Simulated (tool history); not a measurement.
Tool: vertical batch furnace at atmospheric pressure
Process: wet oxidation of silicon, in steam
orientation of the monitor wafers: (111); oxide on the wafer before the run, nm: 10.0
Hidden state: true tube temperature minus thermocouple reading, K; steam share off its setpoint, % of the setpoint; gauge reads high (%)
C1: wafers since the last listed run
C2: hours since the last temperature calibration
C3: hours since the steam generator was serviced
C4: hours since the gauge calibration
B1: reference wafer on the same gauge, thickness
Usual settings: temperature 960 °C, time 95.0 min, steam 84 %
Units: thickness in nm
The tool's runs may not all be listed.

Run 1, hour 0.0: usual settings but temperature 944 °C, steam 90 %; C1 0; C2 1928.6; C3 3880.6; C4 423.2; B1 530.08. Result: thickness 398.51 nm.
Run 2, hour 11.5: usual settings; C1 152; C2 1940.1; C3 3892.1; C4 434.7; B1 529.85. Result: thickness 425.22 nm.
Run 3, hour 26.4: usual settings; C1 197; C2 1955.0; C3 3907.0; C4 449.6; B1 529.98. Result: thickness 424.91 nm.
Run 4, hour 49.6: usual settings; C1 307; C2 1978.2; C3 3930.2; C4 472.8; B1 530.13. Result: thickness 425.01 nm.
Run 5, hour 70.2: usual settings; C1 272; C2 1998.8; C3 3950.8; C4 493.4; B1 529.96. Result: thickness 424.85 nm.
Run 6, hour 94.5: usual settings; C1 321; C2 2023.1; C3 3975.1; C4 517.7; B1 530.04. Result: thickness 424.56 nm.
Run 7, hour 103.9: usual settings; C1 124; C2 2032.5; C3 3984.5; C4 527.1; B1 529.97. Result: thickness 424.58 nm.
Run 8, hour 119.1: usual settings; C1 201; C2 2047.7; C3 3999.7; C4 542.3; B1 530.12. Result: thickness 424.23 nm.
Run 9, hour 131.0: usual settings; C1 157; C2 2059.6; C3 4011.6; C4 554.2; B1 529.99. Result: thickness 424.19 nm.
Run 10, hour 153.2: usual settings; C1 293; C2 2081.8; C3 4033.8; C4 576.4; B1 530.28. Result: thickness 423.97 nm.
At hour 228.3: gauge calibrated.
At hour 249.8: thermocouples replaced and temperature profile calibrated.
Run 11, hour 250.3: usual settings; C1 967; C2 0.5; C3 4130.9; C4 22.0; B1 530.14. Result: thickness 424.70 nm.
Run 12, hour 256.1: usual settings; C1 76; C2 6.3; C3 4136.7; C4 27.8; B1 529.87. Result: thickness 424.00 nm.
Run 13, hour 261.8: usual settings; C1 75; C2 12.0; C3 4142.4; C4 33.5; B1 529.86. Result: thickness 424.73 nm.
Run 14, hour 267.5: usual settings but time 68.5 min; C1 75; C2 17.7; C3 4148.1; C4 39.2; B1 529.93. Result: thickness 341.95 nm.
Run 15, hour 286.4: usual settings but time 68.5 min; C1 250; C2 36.6; C3 4167.0; C4 58.1; B1 530.07. Result: thickness 343.38 nm.
Run 16, hour 299.0: usual settings but temperature 952 °C; C1 166; C2 49.2; C3 4179.6; C4 70.7; B1 529.89. Result: thickness 402.28 nm.
Run 17, hour 315.5: usual settings; C1 218; C2 65.7; C3 4196.1; C4 87.2; B1 529.88. Result: thickness 425.44 nm.
Run 18, hour 332.6: usual settings but time 77.0 min; C1 226; C2 82.8; C3 4213.2; C4 104.3; B1 529.94. Result: thickness 370.15 nm.
Run 19, hour 353.5: usual settings; C1 276; C2 103.7; C3 4234.1; C4 125.2; B1 529.95. Result: thickness 423.96 nm.
Run 20, hour 375.4: usual settings; C1 290; C2 125.6; C3 4256.0; C4 147.1; B1 530.07. Result: thickness 425.87 nm.
Run 21, hour 392.4: usual settings but temperature 939 °C, time 109.5 min, steam 90 %; C1 225; C2 142.6; C3 4273.0; C4 164.1; B1 530.14. Result: thickness 422.37 nm.
At hour 432.1: steam generator serviced.
Run 22, hour 432.6: usual settings but temperature 968 °C, time 65.5 min, steam 88 %; C1 214; C2 182.8; C3 0.5; C4 204.3; B1 530.08. Result: thickness 383.38 nm.
Run 23, hour 438.3: usual settings but temperature 943 °C; C1 75; C2 188.5; C3 6.2; C4 210.0; B1 529.92. Result: thickness 398.60 nm.
Run 24, hour 444.7: usual settings but time 62.5 min; C1 84; C2 194.9; C3 12.6; C4 216.4; B1 529.96. Result: thickness 341.01 nm.
Run 25, hour 455.5: usual settings but temperature 950 °C; C1 143; C2 205.7; C3 23.4; C4 227.2; B1 530.16. Result: thickness 418.54 nm.
Run 26, hour 477.2: usual settings but temperature 980 °C, time 60.5 min, steam 76 %; C1 287; C2 227.4; C3 45.1; C4 248.9; B1 529.91. Result: thickness 356.44 nm.
Run 27, hour 499.5: usual settings but temperature 971 °C, time 109.5 min; C1 295; C2 249.7; C3 67.4; C4 271.2; B1 529.84. Result: thickness 522.60 nm.
Run 28, hour 514.9: usual settings but temperature 982 °C; C1 203; C2 265.1; C3 82.8; C4 286.6; B1 530.17. Result: thickness 511.34 nm.
Run 29, hour 539.2: usual settings but time 125.0 min, steam 80 %; C1 321; C2 289.4; C3 107.1; C4 310.9; B1 530.08. Result: thickness 516.68 nm.
Run 30, hour 555.1: usual settings but temperature 971 °C, time 129.5 min, steam 76 %; C1 210; C2 305.3; C3 123.0; C4 326.8; B1 529.75. Result: thickness 543.06 nm.
Run 31, hour 571.9: usual settings; C1 222; C2 322.1; C3 139.8; C4 343.6; B1 530.05. Result: thickness 445.47 nm.

3 ways to go on from here, each from the tool as it stands after run 31. What would each give?
Run A, hour 577.7: usual settings; C1 76; C2 327.9; C3 145.6; C4 349.4; B1 ?. Result: thickness ?.
Run B, hour 577.7: usual settings but temperature 981 °C, time 51.5 min, steam 91 %; C1 76; C2 327.9; C3 145.6; C4 349.4; B1 ?. Result: thickness ?.
Run C, hour 577.7: usual settings but temperature 984 °C; C1 76; C2 327.9; C3 145.6; C4 349.4; B1 ?. Result: thickness ?.

run      B1  thickness
  A  529.96     445.62
  B  529.96     362.04
  C  529.96     515.45
Without the tool's hidden state the same runs would have given:
run  thickness
  A     449.33
  B     365.05
  C     519.52

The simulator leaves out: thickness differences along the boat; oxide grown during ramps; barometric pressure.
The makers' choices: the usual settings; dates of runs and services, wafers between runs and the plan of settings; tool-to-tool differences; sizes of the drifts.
